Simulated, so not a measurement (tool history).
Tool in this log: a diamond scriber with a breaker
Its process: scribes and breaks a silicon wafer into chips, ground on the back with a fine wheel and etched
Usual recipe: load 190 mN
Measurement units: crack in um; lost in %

run   hour  load  incoming depth of the damage left on the back of the incoming wafer, um  crack  lost
  1    0.0   190                                                                     0.47  11.02  2.42
  2   15.2   190                                                                     0.64  11.27  2.11
  3   47.4   190                                                                     0.51  11.19  2.12
  4   74.5   190                                                                     0.52  10.76  2.10
  5   93.4   173                                                                     0.40   9.91  3.83
  6  125.9   173                                                                     0.65   9.94  3.92
  7  152.1   190                                                                     0.41  10.45  2.56
  8  164.1   157                                                                     0.46   9.15  7.03
  9  177.2   157                                                                     0.53   9.12  7.22
 10  207.4   157                                                                     0.58   9.21  8.07
 11  242.9   211                                                                     0.43  11.53  1.80
 12  254.9   205                                                                     0.34  11.34  1.70
 13  273.2   205                                                                     0.39  11.33  1.82
 14  301.0   205                                                                     0.41  11.05  2.08
 15  324.9   190                                                                     0.79  10.33  2.86
 16  355.5   190                                                                     0.32  10.65  3.05
 17  389.9   209                                                                     0.35  11.25  1.76
     397.0  -- diamond tip replaced by a new one, of another model than before
 18  411.9   156                                                                     0.38  11.05  2.55
 19  442.9   190                                                                     0.34  12.20  1.55
 20  468.9   221                                                                     0.73  12.72  1.94
     479.2  -- load on the tip recalibrated
 21  496.1   190                                                                     0.31  12.09  1.73
 22  590.4   208                                                                     0.38  11.95  1.69
 23  605.7   243                                                                     0.79  13.12  2.30
 24  620.1   190                                                                     0.47  11.72  1.84
 25  691.9   151                                                                     0.79  10.53  2.97
 26  726.0   190                                                                     0.77  11.36  1.80
 27  751.8   190                                                                     0.52  11.40  1.87
 28  787.2   160                                                                     0.41  10.55  2.72
 29  799.4   220                                                                     0.76  12.76  1.53
 30  856.2   210                                                                     0.37  12.05  1.45
 31  873.5   171                                                                     0.60  10.70  2.25
 32  892.1   190                                                                     0.41  11.29  1.74

How would selected steps in crack from run to run divide? Give the signed amount a tool lacking its hidden state would still show from settings, what came in and random variation, and the signed amount left for the hidden state, including any gauge scatter that is not in both of the compared results.
The tool's hidden condition here consists of: share of the diamond tip's cutting effectiveness lost through wear, %; deviation of the load on the tip from its setpoint, %.
Run 7 -> 8: load 190 -> 157. crack -1.30 um: hidden state +0.14, all else -1.44.
Run 10 -> 11: load 157 -> 211. crack +2.32 um: hidden state -0.34, all else +2.66.
Run 17 -> 18: load 209 -> 156, diamond tip replaced by a new one, of another model than before. crack -0.20 um: hidden state +1.62, all else -1.82.
Run 23 -> 24: load 243 -> 190. crack -1.40 um: hidden state +0.01, all else -1.41.
Run 28 -> 29: load 160 -> 220. crack +2.21 um: hidden state -0.11, all else +2.32.

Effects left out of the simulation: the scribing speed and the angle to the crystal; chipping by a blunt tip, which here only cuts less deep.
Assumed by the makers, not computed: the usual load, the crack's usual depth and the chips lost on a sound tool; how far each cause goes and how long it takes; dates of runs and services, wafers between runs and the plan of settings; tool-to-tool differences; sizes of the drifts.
